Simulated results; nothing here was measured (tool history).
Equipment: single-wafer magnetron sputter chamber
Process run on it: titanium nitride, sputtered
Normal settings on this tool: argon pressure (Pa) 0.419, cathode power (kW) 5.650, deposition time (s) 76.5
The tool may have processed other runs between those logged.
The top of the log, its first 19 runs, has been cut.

run,hour,argon pressure (Pa),cathode power (kW),deposition time (s),"read-back reference wafer on the same gauge, thickness_nm",mean film thickness on the monitor wafer (Å)
20,1238.1,0.419,5.650,76.5,75.025,878.14
# hour 1255.1: sputter target and shields replaced
# hour 1332.2: magnet pack replaced
21,1339.8,0.526,4.550,61.5,74.925,554.57
22,1409.3,0.419,5.650,76.5,75.002,884.87
23,1487.7,0.480,5.650,76.5,74.980,868.15
# hour 1584.2: capacitance manometer re-zeroed and calibrated
24,1585.7,0.464,5.650,88.1,74.948,991.05
25,1636.9,0.419,5.650,84.3,74.908,958.18
26,1728.6,0.419,5.650,76.5,74.873,867.90
# hour 1766.0: sputter target and shields replaced
27,1826.5,0.419,5.650,68.9,74.947,786.74
28,1912.1,0.350,5.650,86.8,75.015,1020.64
29,1954.0,0.419,6.300,76.5,75.019,975.50
30,2037.5,0.419,5.650,76.5,74.872,873.37
31,2130.0,0.419,6.950,76.5,75.066,1070.16
# hour 2163.1: sputter target and shields replaced
32,2233.9,0.419,6.500,71.4,74.990,936.41

Forecast each of these 3 alternatives for the next run:
A,2234.3,0.419,5.650,63.1,?,?
B,2234.3,0.556,4.650,76.5,?,?
C,2234.3,0.363,4.950,76.5,?,?

run,"read-back reference wafer on the same gauge, thickness_nm",mean film thickness on the monitor wafer (Å)
A,74.920,720.01
B,74.920,687.59
C,74.920,778.76
The same runs, with their run-to-run variation unchanged, on a tool lacking any hidden condition would have given:
run,mean film thickness on the monitor wafer (Å)
A,718.20
B,685.39
C,777.02
